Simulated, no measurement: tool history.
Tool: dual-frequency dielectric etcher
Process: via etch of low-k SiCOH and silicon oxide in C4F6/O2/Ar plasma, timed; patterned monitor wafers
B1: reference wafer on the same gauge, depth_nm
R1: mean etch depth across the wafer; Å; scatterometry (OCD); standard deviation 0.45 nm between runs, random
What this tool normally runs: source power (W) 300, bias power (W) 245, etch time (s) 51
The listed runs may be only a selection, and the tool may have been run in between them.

{"run": 1, "hour": 0.0, "source power (W)": 300, "bias power (W)": 245, "etch time (s)": 51, "B1": 120.2, "R1": 1111}
{"run": 2, "hour": 18.6, "source power (W)": 300, "bias power (W)": 245, "etch time (s)": 51, "B1": 120, "R1": 1100}
{"run": 3, "hour": 35.0, "source power (W)": 300, "bias power (W)": 245, "etch time (s)": 57, "B1": 120.2, "R1": 1247}
{"run": 4, "hour": 55.9, "source power (W)": 300, "bias power (W)": 245, "etch time (s)": 57, "B1": 120, "R1": 1236}
{"run": 5, "hour": 73.1, "source power (W)": 300, "bias power (W)": 245, "etch time (s)": 57, "B1": 120, "R1": 1252}
{"run": 6, "hour": 93.0, "source power (W)": 300, "bias power (W)": 245, "etch time (s)": 46.5, "B1": 119.9, "R1": 1014}
{"run": 7, "hour": 123.7, "source power (W)": 300, "bias power (W)": 245, "etch time (s)": 46.5, "B1": 120, "R1": 1030}
{"hour": 144.5, "done": "source power generator calibrated"}
{"hour": 150.5, "done": "wet clean of the chamber"}
{"run": 8, "hour": 151.0, "source power (W)": 300, "bias power (W)": 245, "etch time (s)": 51, "B1": 120.1, "R1": 1076}
{"run": 9, "hour": 164.9, "source power (W)": 300, "bias power (W)": 245, "etch time (s)": 51, "B1": 120.1, "R1": 1073}
{"run": 10, "hour": 199.8, "source power (W)": 370, "bias power (W)": 297, "etch time (s)": 63, "B1": 120.1, "R1": 1586}
{"run": 11, "hour": 214.7, "source power (W)": 370, "bias power (W)": 297, "etch time (s)": 63, "B1": 120, "R1": 1594}
{"hour": 221.6, "done": "gauge calibrated"}
{"run": 12, "hour": 242.8, "source power (W)": 300, "bias power (W)": 268, "etch time (s)": 51, "B1": 120, "R1": 1132}
{"hour": 293.2, "done": "upper electrode replaced"}
{"run": 13, "hour": 293.7, "source power (W)": 340, "bias power (W)": 245, "etch time (s)": 64.5, "B1": 119.8, "R1": 1467}
{"run": 14, "hour": 294.2, "source power (W)": 300, "bias power (W)": 245, "etch time (s)": 60, "B1": 120, "R1": 1283}
{"hour": 305.2, "done": "bias power generator calibrated"}
{"run": 15, "hour": 326.7, "source power (W)": 340, "bias power (W)": 286, "etch time (s)": 44, "B1": 120, "R1": 1072}
{"run": 16, "hour": 356.8, "source power (W)": 370, "bias power (W)": 206, "etch time (s)": 62.5, "B1": 120.1, "R1": 1384}
{"run": 17, "hour": 387.3, "source power (W)": 300, "bias power (W)": 245, "etch time (s)": 56.5, "B1": 119.9, "R1": 1229}
{"run": 18, "hour": 412.7, "source power (W)": 330, "bias power (W)": 245, "etch time (s)": 36, "B1": 120.1, "R1": 825}

Forecast each of these 3 alternatives for the next run:
{"run": "A", "hour": 413.1, "source power (W)": 300, "bias power (W)": 245, "etch time (s)": 57.5, "B1": "?", "R1": "?"}
{"run": "B", "hour": 413.1, "source power (W)": 370, "bias power (W)": 285, "etch time (s)": 51, "B1": "?", "R1": "?"}
{"run": "C", "hour": 413.1, "source power (W)": 370, "bias power (W)": 209, "etch time (s)": 51, "B1": "?", "R1": "?"}

run=A B1=120 R1=1253
run=B B1=120 R1=1298
run=C B1=120 R1=1144
With the hidden condition removed and each run's random variation left untouched, the same runs would have given:
run=A R1=1217
run=B R1=1261
run=C R1=1112
